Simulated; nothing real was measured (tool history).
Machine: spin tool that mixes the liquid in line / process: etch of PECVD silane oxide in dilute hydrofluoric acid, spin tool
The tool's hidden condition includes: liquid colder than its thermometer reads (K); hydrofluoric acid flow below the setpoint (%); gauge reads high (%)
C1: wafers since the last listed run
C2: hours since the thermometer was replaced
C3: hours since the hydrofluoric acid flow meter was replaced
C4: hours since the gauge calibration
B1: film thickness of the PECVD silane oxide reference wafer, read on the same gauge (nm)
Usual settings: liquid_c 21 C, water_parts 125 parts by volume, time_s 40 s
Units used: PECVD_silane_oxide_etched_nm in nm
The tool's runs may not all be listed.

{"run": 1, "day": 0.0, "liquid_c": 21, "water_parts": 125, "time_s": 40, "C1": 0, "C2": 1507.9, "C3": 69.4, "C4": 357.8, "B1": 100.01, "PECVD_silane_oxide_etched_nm": 12.98}
{"run": 2, "day": 1.146, "liquid_c": 21, "water_parts": 125, "time_s": 40, "C1": 358, "C2": 1535.4, "C3": 96.9, "C4": 385.3, "B1": 99.98, "PECVD_silane_oxide_etched_nm": 13.13}
{"run": 3, "day": 2.242, "liquid_c": 21, "water_parts": 125, "time_s": 40, "C1": 342, "C2": 1561.7, "C3": 123.2, "C4": 411.6, "B1": 99.99, "PECVD_silane_oxide_etched_nm": 13.01}
{"run": 4, "day": 4.371, "liquid_c": 21, "water_parts": 125, "time_s": 40, "C1": 665, "C2": 1612.8, "C3": 174.3, "C4": 462.7, "B1": 100.02, "PECVD_silane_oxide_etched_nm": 13.01}
{"run": 5, "day": 6.783, "liquid_c": 21, "water_parts": 125, "time_s": 30, "C1": 754, "C2": 1670.7, "C3": 232.2, "C4": 520.6, "B1": 100.01, "PECVD_silane_oxide_etched_nm": 9.77}
{"run": 6, "day": 8.475, "liquid_c": 21, "water_parts": 125, "time_s": 30, "C1": 529, "C2": 1711.3, "C3": 272.8, "C4": 561.2, "B1": 100, "PECVD_silane_oxide_etched_nm": 9.72}
{"run": 7, "day": 9.562, "liquid_c": 21, "water_parts": 125, "time_s": 40, "C1": 340, "C2": 1737.4, "C3": 298.9, "C4": 587.3, "B1": 100.04, "PECVD_silane_oxide_etched_nm": 12.98}
{"run": 8, "day": 12.462, "liquid_c": 21, "water_parts": 125, "time_s": 40, "C1": 907, "C2": 1807, "C3": 368.5, "C4": 656.9, "B1": 99.99, "PECVD_silane_oxide_etched_nm": 12.92}
{"run": 9, "day": 14.746, "liquid_c": 21, "water_parts": 125, "time_s": 40, "C1": 714, "C2": 1861.8, "C3": 423.3, "C4": 711.7, "B1": 100.01, "PECVD_silane_oxide_etched_nm": 12.98}
{"run": 10, "day": 17.167, "liquid_c": 21, "water_parts": 125, "time_s": 40, "C1": 757, "C2": 1919.9, "C3": 481.4, "C4": 769.8, "B1": 99.95, "PECVD_silane_oxide_etched_nm": 12.98}
{"run": 11, "day": 19.6, "liquid_c": 21, "water_parts": 125, "time_s": 40, "C1": 761, "C2": 1978.3, "C3": 539.8, "C4": 828.2, "B1": 100.01, "PECVD_silane_oxide_etched_nm": 12.88}
{"day": 20.046, "done": "gauge calibrated"}
{"run": 12, "day": 22.521, "liquid_c": 23, "water_parts": 155, "time_s": 20, "C1": 913, "C2": 2048.4, "C3": 609.9, "C4": 59.4, "B1": 99.98, "PECVD_silane_oxide_etched_nm": 5.43}
{"run": 13, "day": 24.321, "liquid_c": 21, "water_parts": 125, "time_s": 50, "C1": 563, "C2": 2091.6, "C3": 653.1, "C4": 102.6, "B1": 99.97, "PECVD_silane_oxide_etched_nm": 16.14}
{"day": 24.633, "done": "hydrofluoric acid flow meter replaced"}
{"run": 14, "day": 25.492, "liquid_c": 21, "water_parts": 125, "time_s": 40, "C1": 353, "C2": 2119.7, "C3": 20.6, "C4": 130.7, "B1": 100.01, "PECVD_silane_oxide_etched_nm": 12.94}
{"run": 15, "day": 27.429, "liquid_c": 24.5, "water_parts": 80, "time_s": 40, "C1": 606, "C2": 2166.2, "C3": 67.1, "C4": 177.2, "B1": 100.02, "PECVD_silane_oxide_etched_nm": 24.31}
{"run": 16, "day": 28.729, "liquid_c": 26, "water_parts": 125, "time_s": 50, "C1": 406, "C2": 2197.4, "C3": 98.3, "C4": 208.4, "B1": 100.02, "PECVD_silane_oxide_etched_nm": 19.47}
{"day": 30.092, "done": "thermometer replaced"}
{"run": 17, "day": 31.058, "liquid_c": 17, "water_parts": 125, "time_s": 40, "C1": 715, "C2": 23.2, "C3": 154.2, "C4": 264.3, "B1": 99.99, "PECVD_silane_oxide_etched_nm": 10.65}
{"run": 18, "day": 40.033, "liquid_c": 22.5, "water_parts": 125, "time_s": 60, "C1": 2807, "C2": 238.6, "C3": 369.6, "C4": 479.7, "B1": 100.01, "PECVD_silane_oxide_etched_nm": 20}

The next listed run, before its measurement:
{"day": 40.892, "done": "thermometer replaced, repeated, since the last time left the tool worse"}
{"run": 19, "day": 41.192, "liquid_c": 21, "water_parts": 160, "time_s": 20, "C1": 349, "C2": 7.2, "C3": 397.4, "C4": 507.5, "B1": "?", "PECVD_silane_oxide_etched_nm": "?"}

Run 19 yielded B1 100, PECVD_silane_oxide_etched_nm 5.04 nm.
Without the tool's hidden state the same run would have given PECVD_silane_oxide_etched_nm 5.04 nm.
